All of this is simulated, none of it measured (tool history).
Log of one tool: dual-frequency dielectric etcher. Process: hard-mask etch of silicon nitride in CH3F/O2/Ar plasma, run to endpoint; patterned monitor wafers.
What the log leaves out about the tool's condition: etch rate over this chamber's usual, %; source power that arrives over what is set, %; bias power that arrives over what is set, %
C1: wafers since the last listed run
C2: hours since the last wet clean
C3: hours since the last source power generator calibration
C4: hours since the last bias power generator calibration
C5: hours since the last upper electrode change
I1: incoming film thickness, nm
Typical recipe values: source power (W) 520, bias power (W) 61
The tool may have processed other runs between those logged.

Run 1, hour 0: usual settings; C1 0; C2 441.6; C3 1079.2; C4 2326.5; C5 1699.5; I1 55.7. Result: endpoint time (s) 72.
Run 2, hour 49: usual settings; C1 472; C2 490.6; C3 1128.2; C4 2375.5; C5 1748.5; I1 55.5. Result: endpoint time (s) 71.6.
At hour 108.8: wet clean of the chamber.
Run 3, hour 109.3: usual settings; C1 350; C2 0.5; C3 1188.5; C4 2435.8; C5 1808.8; I1 55.2. Result: endpoint time (s) 73.1.
Run 4, hour 136.6: usual settings; C1 263; C2 27.8; C3 1215.8; C4 2463.1; C5 1836.1; I1 55.2. Result: endpoint time (s) 73.5.
Run 5, hour 189.9: usual settings but bias power (W) 57; C1 514; C2 81.1; C3 1269.1; C4 2516.4; C5 1889.4; I1 56.1. Result: endpoint time (s) 75.2.
Run 6, hour 226.4: usual settings but bias power (W) 57; C1 352; C2 117.6; C3 1305.6; C4 2552.9; C5 1925.9; I1 55.4. Result: endpoint time (s) 74.6.
Run 7, hour 270.2: usual settings but bias power (W) 65; C1 422; C2 161.4; C3 1349.4; C4 2596.7; C5 1969.7; I1 55.7. Result: endpoint time (s) 71.9.
Run 8, hour 323.1: usual settings but bias power (W) 65; C1 510; C2 214.3; C3 1402.3; C4 2649.6; C5 2022.6; I1 55.2. Result: endpoint time (s) 70.8.
Run 9, hour 385.4: usual settings but bias power (W) 65; C1 601; C2 276.6; C3 1464.6; C4 2711.9; C5 2084.9; I1 55.7. Result: endpoint time (s) 70.8.
Run 10, hour 445.1: usual settings but source power (W) 440; C1 576; C2 336.3; C3 1524.3; C4 2771.6; C5 2144.6; I1 56. Result: endpoint time (s) 77.6.
Run 11, hour 494.5: usual settings but source power (W) 440; C1 476; C2 385.7; C3 1573.7; C4 2821; C5 2194; I1 54.9. Result: endpoint time (s) 76.1.
Run 12, hour 534.9: usual settings but source power (W) 440; C1 389; C2 426.1; C3 1614.1; C4 2861.4; C5 2234.4; I1 55.2. Result: endpoint time (s) 76.4.
Run 13, hour 602.9: usual settings; C1 656; C2 494.1; C3 1682.1; C4 2929.4; C5 2302.4; I1 55.6. Result: endpoint time (s) 71.5.
At hour 639.7: wet clean of the chamber.
At hour 647.2: bias power generator calibrated.
Run 14, hour 666: usual settings; C1 338; C2 26.3; C3 1745.2; C4 18.8; C5 2365.5; I1 55.8. Result: endpoint time (s) 73.6.
Run 15, hour 712.4: usual settings; C1 447; C2 72.7; C3 1791.6; C4 65.2; C5 2411.9; I1 55.3. Result: endpoint time (s) 72.8.
At hour 870.5: source power generator calibrated.
Run 16, hour 928.4: usual settings; C1 2045; C2 288.7; C3 57.9; C4 281.2; C5 2627.9; I1 55.6. Result: endpoint time (s) 73.3.
Run 17, hour 958.3: usual settings; C1 288; C2 318.6; C3 87.8; C4 311.1; C5 2657.8; I1 56. Result: endpoint time (s) 73.8.
Run 18, hour 1001.3: usual settings; C1 414; C2 361.6; C3 130.8; C4 354.1; C5 2700.8; I1 55.6. Result: endpoint time (s) 73.
Run 19, hour 1025.4: usual settings but source power (W) 560, bias power (W) 69; C1 232; C2 385.7; C3 154.9; C4 378.2; C5 2724.9; I1 55.1. Result: endpoint time (s) 67.8.
At hour 1111: wet clean of the chamber.
Run 20, hour 1111.5: usual settings but source power (W) 640, bias power (W) 74; C1 599; C2 0.5; C3 241; C4 464.3; C5 2811; I1 55.6. Result: endpoint time (s) 64.2.
At hour 1143.3: upper electrode replaced.
Run 21, hour 1143.8: usual settings but bias power (W) 57; C1 80; C2 32.8; C3 273.3; C4 496.6; C5 0.5; I1 55.2. Result: endpoint time (s) 74.8.
Run 22, hour 1202.4: usual settings but source power (W) 400, bias power (W) 57; C1 565; C2 91.4; C3 331.9; C4 555.2; C5 59.1; I1 55.6. Result: endpoint time (s) 83.6.
Run 23, hour 1365.4: usual settings but source power (W) 550, bias power (W) 47; C1 1572; C2 254.4; C3 494.9; C4 718.2; C5 222.1; I1 56.1. Result: endpoint time (s) 77.5.
Run 24, hour 1409.4: usual settings; C1 424; C2 298.4; C3 538.9; C4 762.2; C5 266.1; I1 55.9. Result: endpoint time (s) 72.5.
Run 25, hour 1463.1: usual settings but bias power (W) 75; C1 518; C2 352.1; C3 592.6; C4 815.9; C5 319.8; I1 55.3. Result: endpoint time (s) 67.2.
Run 26, hour 1534.8: usual settings but source power (W) 440, bias power (W) 46; C1 691; C2 423.8; C3 664.3; C4 887.6; C5 391.5; I1 55.8. Result: endpoint time (s) 83.7.
Run 27, hour 1596.2: usual settings but source power (W) 580; C1 592; C2 485.2; C3 725.7; C4 949; C5 452.9; I1 55.7. Result: endpoint time (s) 69.
At hour 1661.6: wet clean of the chamber.
Run 28, hour 1689.1: usual settings but source power (W) 440; C1 664; C2 27.5; C3 818.6; C4 1041.9; C5 545.8; I1 55.6. Result: endpoint time (s) 78.9.
Run 29, hour 1745.1: usual settings; C1 540; C2 83.5; C3 874.6; C4 1097.9; C5 601.8; I1 55.9. Result: endpoint time (s) 74.
Run 30, hour 1773.9: usual settings; C1 277; C2 112.3; C3 903.4; C4 1126.7; C5 630.6; I1 55.3. Result: endpoint time (s) 73.1.
Run 31, hour 1818: usual settings but bias power (W) 69; C1 425; C2 156.4; C3 947.5; C4 1170.8; C5 674.7; I1 55. Result: endpoint time (s) 69.7.
Run 32, hour 1863.6: usual settings but bias power (W) 73; C1 439; C2 202; C3 993.1; C4 1216.4; C5 720.3; I1 55.5. Result: endpoint time (s) 69.3.
Run 33, hour 1923.3: usual settings; C1 576; C2 261.7; C3 1052.8; C4 1276.1; C5 780; I1 55.5. Result: endpoint time (s) 73.2.
Run 34, hour 1955: usual settings but source power (W) 580, bias power (W) 52; C1 305; C2 293.4; C3 1084.5; C4 1307.8; C5 811.7; I1 55.6. Result: endpoint time (s) 72.9.

Below are 3 alternative next runs, each starting from the tool's condition after run 34. Predict each:
Run A, hour 1955.4: usual settings but bias power (W) 54; C1 3; C2 293.8; C3 1084.9; C4 1308.2; C5 812.1; I1 55.5. Result: endpoint time (s) ?.
Run B, hour 1955.4: usual settings but source power (W) 410, bias power (W) 68; C1 3; C2 293.8; C3 1084.9; C4 1308.2; C5 812.1; I1 55.5. Result: endpoint time (s) ?.
Run C, hour 1955.4: usual settings but source power (W) 560; C1 3; C2 293.8; C3 1084.9; C4 1308.2; C5 812.1; I1 55.5. Result: endpoint time (s) ?.

run  endpoint time (s)
  A               75.1
  B               76.8
  C               70.4
Had the tool no hidden state, the same runs would have come out as:
run  endpoint time (s)
  A               76.9
  B               78.6
  C               72.1
